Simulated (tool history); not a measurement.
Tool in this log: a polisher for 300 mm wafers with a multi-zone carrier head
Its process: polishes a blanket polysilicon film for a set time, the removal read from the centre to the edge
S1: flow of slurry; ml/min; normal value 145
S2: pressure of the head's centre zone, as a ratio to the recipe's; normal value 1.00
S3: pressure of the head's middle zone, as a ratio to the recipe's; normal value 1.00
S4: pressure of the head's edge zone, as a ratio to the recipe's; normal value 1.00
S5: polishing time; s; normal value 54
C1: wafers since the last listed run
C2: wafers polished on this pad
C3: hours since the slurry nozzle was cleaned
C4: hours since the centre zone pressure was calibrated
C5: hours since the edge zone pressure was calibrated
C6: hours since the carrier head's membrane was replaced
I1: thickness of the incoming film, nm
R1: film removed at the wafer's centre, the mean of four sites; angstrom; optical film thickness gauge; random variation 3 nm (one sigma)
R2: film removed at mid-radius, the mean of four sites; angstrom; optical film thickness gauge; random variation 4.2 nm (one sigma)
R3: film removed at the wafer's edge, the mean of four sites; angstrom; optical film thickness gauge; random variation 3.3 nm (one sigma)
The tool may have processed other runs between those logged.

run 1 hour=0.0 | S1=145 S2=1.00 S3=1.00 S4=0.91 S5=44 | C1=0 C2=325 C3=94.1 C4=597.8 C5=200.6 C6=1041.0 | I1=1711.0 | R1=2914 R2=3222 R3=3145
run 2 hour=57.7 | S1=145 S2=1.00 S3=1.00 S4=1.00 S5=54 | C1=464 C2=790 C3=151.8 C4=655.5 C5=258.3 C6=1098.7 | I1=1702.5 | R1=3539 R2=3943 R3=3958
run 3 hour=89.5 | S1=145 S2=1.00 S3=1.00 S4=1.00 S5=54 | C1=256 C2=1046 C3=183.6 C4=687.3 C5=290.1 C6=1130.5 | I1=1715.7 | R1=3545 R2=3989 R3=3963
-- hour=99.2 worn pad replaced by a new one
run 4 hour=115.1 | S1=145 S2=1.00 S3=1.00 S4=1.00 S5=54 | C1=174 C2=128 C3=209.2 C4=712.9 C5=315.7 C6=1156.1 | I1=1720.0 | R1=3547 R2=4021 R3=3998
run 5 hour=145.5 | S1=145 S2=1.00 S3=1.00 S4=1.00 S5=54 | C1=244 C2=373 C3=239.6 C4=743.3 C5=346.1 C6=1186.5 | I1=1715.6 | R1=3543 R2=3973 R3=3987
run 6 hour=158.9 | S1=145 S2=1.00 S3=1.00 S4=1.00 S5=54 | C1=107 C2=481 C3=253.0 C4=756.7 C5=359.5 C6=1199.9 | I1=1672.9 | R1=3565 R2=3953 R3=4002
run 7 hour=174.1 | S1=145 S2=1.00 S3=1.00 S4=1.00 S5=54 | C1=122 C2=603 C3=268.2 C4=771.9 C5=374.7 C6=1215.1 | I1=1682.5 | R1=3530 R2=4028 R3=3990
run 8 hour=187.1 | S1=145 S2=1.00 S3=1.00 S4=1.00 S5=54 | C1=104 C2=708 C3=281.2 C4=784.9 C5=387.7 C6=1228.1 | I1=1681.6 | R1=3541 R2=3998 R3=4003
-- hour=197.4 slurry nozzle cleaned
run 9 hour=219.7 | S1=145 S2=1.00 S3=1.00 S4=1.00 S5=54 | C1=254 C2=963 C3=22.3 C4=817.5 C5=420.3 C6=1260.7 | I1=1703.7 | R1=3538 R2=3950 R3=3970
run 10 hour=232.4 | S1=95 S2=1.07 S3=1.00 S4=0.95 S5=54 | C1=102 C2=1065 C3=35.0 C4=830.2 C5=433.0 C6=1273.4 | I1=1721.1 | R1=3474 R2=3645 R3=3678
-- hour=251.2 worn pad replaced by a new one
run 11 hour=262.5 | S1=100 S2=0.92 S3=0.97 S4=1.00 S5=37 | C1=210 C2=91 C3=65.1 C4=860.3 C5=463.1 C6=1303.5 | I1=1724.9 | R1=2038 R2=2528 R3=2629
run 12 hour=280.3 | S1=145 S2=1.00 S3=1.07 S4=1.00 S5=54 | C1=143 C2=234 C3=82.9 C4=878.1 C5=480.9 C6=1321.3 | I1=1708.2 | R1=3486 R2=4182 R3=4019
run 13 hour=293.2 | S1=145 S2=1.11 S3=1.00 S4=1.00 S5=39 | C1=103 C2=338 C3=95.8 C4=891.0 C5=493.8 C6=1334.2 | I1=1717.7 | R1=2774 R2=2853 R3=2841
-- hour=309.6 carrier head's membrane replaced by a new one
run 14 hour=331.5 | S1=145 S2=1.00 S3=1.00 S4=1.00 S5=54 | C1=268 C2=607 C3=134.1 C4=929.3 C5=532.1 C6=21.9 | I1=1708.4 | R1=3524 R2=3934 R3=4032
-- hour=341.0 centre zone pressure recalibrated
-- hour=352.6 edge zone pressure recalibrated
run 15 hour=360.0 | S1=95 S2=1.00 S3=1.05 S4=1.00 S5=60 | C1=197 C2=804 C3=162.6 C4=19.0 C5=7.4 C6=50.4 | I1=1721.5 | R1=4101 R2=4175 R3=4168
-- hour=392.4 worn pad replaced by a new one
run 16 hour=392.9 | S1=145 S2=1.08 S3=1.00 S4=1.00 S5=54 | C1=232 C2=3 C3=195.5 C4=51.9 C5=40.3 C6=83.3 | I1=1705.4 | R1=4284 R2=3918 R3=3934
run 17 hour=417.5 | S1=145 S2=0.89 S3=1.00 S4=1.00 S5=54 | C1=198 C2=202 C3=220.1 C4=76.5 C5=64.9 C6=107.9 | I1=1715.4 | R1=3537 R2=3975 R3=3993
run 18 hour=440.0 | S1=145 S2=1.00 S3=1.00 S4=1.00 S5=54 | C1=181 C2=383 C3=242.6 C4=99.0 C5=87.4 C6=130.4 | I1=1693.9 | R1=3980 R2=3948 R3=3979
run 19 hour=455.0 | S1=145 S2=1.00 S3=1.00 S4=1.12 S5=54 | C1=120 C2=504 C3=257.6 C4=114.0 C5=102.4 C6=145.4 | I1=1708.6 | R1=3856 R2=4063 R3=4234

Below, some changes in R1 between adjacent runs. For each, the amount present without the hidden state too (settings, incoming material, random variation) and the amount remaining for the hidden state with gauge scatter not shared by both compared results:
Hidden state at play: removal rate lost through wear of the pad, %; slurry flow missing at the pad, %; deviation of the centre zone's pressure from its setpoint, %; deviation of the edge zone's pressure from its setpoint, %.
Run 11 -> 12: S1 100 -> 145, S2 0.92 -> 1.00, S3 0.97 -> 1.07, S5 37 -> 54. R1 +1448 angstrom: hidden state -189, all else +1637.
Run 14 -> 15: S1 145 -> 95, S3 1.00 -> 1.05, S5 54 -> 60, centre zone pressure recalibrated, edge zone pressure recalibrated. R1 +577 angstrom: hidden state +529, all else +48.

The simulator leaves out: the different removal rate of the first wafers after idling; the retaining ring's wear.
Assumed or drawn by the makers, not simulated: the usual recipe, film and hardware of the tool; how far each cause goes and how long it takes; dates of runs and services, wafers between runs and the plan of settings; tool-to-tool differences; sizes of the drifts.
